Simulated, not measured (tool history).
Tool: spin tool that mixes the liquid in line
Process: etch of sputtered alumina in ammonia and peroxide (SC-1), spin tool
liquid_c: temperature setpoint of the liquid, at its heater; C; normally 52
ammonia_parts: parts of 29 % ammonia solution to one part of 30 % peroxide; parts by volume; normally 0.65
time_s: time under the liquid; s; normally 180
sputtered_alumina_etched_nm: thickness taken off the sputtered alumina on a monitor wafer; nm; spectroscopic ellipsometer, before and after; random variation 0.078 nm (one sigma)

run,hour,liquid_c,ammonia_parts,time_s,wafers since the last listed run,hours since the thermometer was replaced,hours since the ammonia flow meter was replaced,hours since the heated supply line was repaired,hours since the drum of ammonia solution was connected,hours since the gauge calibration,"read-back film thickness of the sputtered alumina reference wafer, read on the same gauge (nm)",sputtered_alumina_etched_nm
1,0,52,0.65,180,0,1255.9,228.4,33.8,87.1,517.9,108.89,14.39
# hour 11.8: thermometer replaced
2,25,52,0.65,180,213,13.2,253.4,58.8,112.1,542.9,108.77,14.44
3,113.7,52,0.65,180,788,101.9,342.1,147.5,200.8,631.6,108.32,14.47
4,133.3,52,0.75,155,174,121.5,361.7,167.1,220.4,651.2,108.21,12.54
5,154.8,52,0.75,155,191,143,383.2,188.6,241.9,672.7,108.12,12.54
6,186.8,52,0.75,155,284,175,415.2,220.6,273.9,704.7,107.97,12.66
7,213.6,44.5,0.45,135,238,201.8,442,247.4,300.7,731.5,107.8,6.91
8,235.4,52,0.65,180,193,223.6,463.8,269.2,322.5,753.3,107.65,14.34
9,247.5,52,0.65,180,107,235.7,475.9,281.3,334.6,765.4,107.6,14.31
10,271.4,43,0.65,180,212,259.6,499.8,305.2,358.5,789.3,107.4,8.66
# hour 278.7: gauge calibrated
11,292.2,52,0.65,180,184,280.4,520.6,326,379.3,13.5,109.98,14.69
12,323.4,49,0.85,100,277,311.6,551.8,357.2,410.5,44.7,109.95,7.06
13,356,52,0.65,275,289,344.2,584.4,389.8,443.1,77.3,109.96,22.43
14,376.6,60,0.5,180,183,364.8,605,410.4,463.7,97.9,109.91,21.57
15,389.6,52,0.65,180,115,377.8,618,423.4,476.7,110.9,109.92,14.66
# hour 407.4: new drum of ammonia solution connected
# hour 410.4: ammonia flow meter replaced
16,424.2,45,0.75,265,289,412.4,13.8,458,16.8,145.5,109.88,14.75
17,468.9,52,0.65,180,397,457.1,58.5,502.7,61.5,190.2,109.82,14.5
18,492.6,44.5,0.5,230,210,480.8,82.2,526.4,85.2,213.9,109.78,11.96
19,526.4,57,0.45,180,300,514.6,116,560.2,119,247.7,109.71,18.29
20,543.5,42.5,0.75,105,152,531.7,133.1,577.3,136.1,264.8,109.67,5.06
21,576.4,52,0.65,180,292,564.6,166,610.2,169,297.7,109.57,14.56
22,595.3,48.5,0.85,70,168,583.5,184.9,629.1,187.9,316.6,109.54,4.81
23,621,43.5,0.65,180,228,609.2,210.6,654.8,213.6,342.3,109.47,9.04
24,645.1,52,0.75,155,214,633.3,234.7,678.9,237.7,366.4,109.4,12.8
25,661.3,52,0.65,180,144,649.5,250.9,695.1,253.9,382.6,109.38,14.52
26,688.6,52,0.65,285,242,676.8,278.2,722.4,281.2,409.9,109.26,23.01

What if the next run were any one of these 3? Each begins from the tool's condition after run 26:
A,689.1,52,0.65,180,4,677.3,278.7,722.9,281.7,410.4,?,?
B,689.1,52,0.8,235,4,677.3,278.7,722.9,281.7,410.4,?,?
C,689.1,58,0.8,125,4,677.3,278.7,722.9,281.7,410.4,?,?

run,"read-back film thickness of the sputtered alumina reference wafer, read on the same gauge (nm)",sputtered_alumina_etched_nm
A,109.28,14.4
B,109.28,19.17
C,109.28,14.03
Without the tool's unlogged condition, the same runs would have read:
run,sputtered_alumina_etched_nm
A,14.5
B,19.3
C,14.12
